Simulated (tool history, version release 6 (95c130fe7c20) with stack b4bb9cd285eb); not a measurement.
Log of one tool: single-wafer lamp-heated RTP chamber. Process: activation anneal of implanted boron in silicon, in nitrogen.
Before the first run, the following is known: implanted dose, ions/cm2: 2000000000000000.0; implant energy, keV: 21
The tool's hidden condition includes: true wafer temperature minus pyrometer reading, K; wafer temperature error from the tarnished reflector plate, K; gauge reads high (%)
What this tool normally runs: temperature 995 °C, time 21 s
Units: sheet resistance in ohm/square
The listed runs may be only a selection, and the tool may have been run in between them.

run,hour,temperature,time,wafers since the last listed run,wafers since the last pyrometer calibration,wafers since the reflector plate was cleaned,hours since the gauge calibration,"read-back reference wafer on the same gauge, sheet resistance",sheet resistance
1,0.0,995,21,0,2228,7385,84.0,58.08,67.40
2,12.9,995,21,133,2361,7518,96.9,58.14,67.31
# hour 22.7: gauge calibrated
3,27.1,995,21,146,2508,7664,4.4,58.07,67.36
4,40.1,995,11,134,2642,7798,17.4,58.08,69.42
5,48.1,995,11,82,2724,7881,25.4,58.13,69.79
6,56.6,995,21,87,2812,7968,33.9,58.07,67.52
7,68.4,995,21,121,2933,8090,45.7,58.13,67.28
8,76.5,995,15,83,3017,8174,53.8,58.04,68.49
9,83.1,1015,9,68,3085,8242,60.4,58.11,65.06
# hour 103.7: pyrometer window cleaned and pyrometer calibrated
10,104.2,982,29,135,5,8377,81.5,58.07,70.36
11,112.2,975,33,82,88,8459,89.5,58.06,72.53
# hour 122.9: reflector plate cleaned
# hour 127.3: gauge calibrated
12,132.4,995,21,125,213,98,5.1,58.09,65.81
13,138.7,981,29,64,278,163,11.4,58.10,69.02
14,149.4,995,21,110,389,273,22.1,58.15,66.09
# hour 160.4: reflector plate cleaned, repeated, since the last time left the tool worse
15,160.9,995,21,36,425,4,33.6,58.12,68.88
16,163.7,1019,28,28,454,33,36.4,58.08,62.15
17,178.3,1018,9,150,604,184,51.0,58.08,65.54

3 ways to go on from here, each from the tool as it stands after run 17. What would each give?
A,178.7,995,14,4,608,188,51.4,?,?
B,178.7,980,21,4,608,188,51.4,?,?
C,178.7,1016,15,4,608,188,51.4,?,?

run,"read-back reference wafer on the same gauge, sheet resistance",sheet resistance
A,58.11,70.39
B,58.11,74.72
C,58.11,64.45
Take away the tool's hidden state, keep each run's random variation, and the runs would have read:
run,sheet resistance
A,70.66
B,75.08
C,64.61

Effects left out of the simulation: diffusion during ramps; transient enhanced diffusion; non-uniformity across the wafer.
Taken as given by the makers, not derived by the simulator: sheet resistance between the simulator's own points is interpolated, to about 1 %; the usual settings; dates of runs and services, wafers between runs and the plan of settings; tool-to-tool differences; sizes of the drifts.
